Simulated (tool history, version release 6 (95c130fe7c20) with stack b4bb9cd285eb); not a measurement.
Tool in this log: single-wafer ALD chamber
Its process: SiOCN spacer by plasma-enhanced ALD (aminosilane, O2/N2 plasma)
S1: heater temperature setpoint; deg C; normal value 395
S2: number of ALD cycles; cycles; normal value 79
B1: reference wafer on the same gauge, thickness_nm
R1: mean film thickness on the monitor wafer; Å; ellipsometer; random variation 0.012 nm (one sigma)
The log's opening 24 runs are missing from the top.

Run 25, hour 563.5: usual settings; B1 4.679. Result: R1 45.44 Å.
Run 26, hour 597.4: usual settings but S1 381 deg C, S2 72 cycles; B1 4.678. Result: R1 41.54 Å.
Run 27, hour 654.9: usual settings but S1 404 deg C; B1 4.677. Result: R1 45.03 Å.
Run 28, hour 690.8: usual settings but S1 404 deg C, S2 83 cycles; B1 4.676. Result: R1 47.17 Å.
Run 29, hour 726.8: usual settings but S1 387 deg C, S2 94 cycles; B1 4.675. Result: R1 53.95 Å.
Run 30, hour 746.6: usual settings but S2 67 cycles; B1 4.675. Result: R1 38.58 Å.
Run 31, hour 774.8: usual settings but S2 72 cycles; B1 4.676. Result: R1 41.22 Å.
Run 32, hour 806.4: usual settings but S1 381 deg C, S2 75 cycles; B1 4.673. Result: R1 43.14 Å.
Run 33, hour 841.6: usual settings; B1 4.672. Result: R1 45.46 Å.
At hour 874.3: thermocouple changed; heater temperature recalibrated.
At hour 874.4: gauge calibrated.
Run 34, hour 874.8: usual settings but S1 399 deg C, S2 87 cycles; B1 4.792. Result: R1 51.08 Å.
Run 35, hour 903: usual settings; B1 4.785. Result: R1 46.22 Å.
Run 36, hour 933: usual settings; B1 4.772. Result: R1 46.22 Å.
Run 37, hour 958.7: usual settings but S1 400 deg C, S2 75 cycles; B1 4.762. Result: R1 43.86 Å.
Run 38, hour 993.9: usual settings but S1 408 deg C, S2 75 cycles; B1 4.756. Result: R1 42.8 Å.
Run 39, hour 1016.3: usual settings but S1 409 deg C, S2 92 cycles; B1 4.75. Result: R1 52.4 Å.
Run 40, hour 1041.3: usual settings; B1 4.743. Result: R1 46.06 Å.
Run 41, hour 1075.7: usual settings but S1 386 deg C, S2 85 cycles; B1 4.735. Result: R1 49.43 Å.
Run 42, hour 1105.6: usual settings but S2 91 cycles; B1 4.73. Result: R1 52.61 Å.
Run 43, hour 1131.5: usual settings; B1 4.725. Result: R1 45.84 Å.

Here are 3 independent what-if runs from the current tool condition. What would each one return?
Run A, hour 1132.1: usual settings but S2 84 cycles; B1 ?. Result: R1 ?.
Run B, hour 1132.1: usual settings but S1 399 deg C, S2 69 cycles; B1 ?. Result: R1 ?.
Run C, hour 1132.1: usual settings but S1 405 deg C, S2 92 cycles; B1 ?. Result: R1 ?.

run     B1     R1
  A  4.726  48.54
  B  4.726  39.87
  C  4.726  52.55
Without the tool's unlogged condition, the same runs would have read:
run     R1
  A   49.1
  B  40.34
  C  53.16

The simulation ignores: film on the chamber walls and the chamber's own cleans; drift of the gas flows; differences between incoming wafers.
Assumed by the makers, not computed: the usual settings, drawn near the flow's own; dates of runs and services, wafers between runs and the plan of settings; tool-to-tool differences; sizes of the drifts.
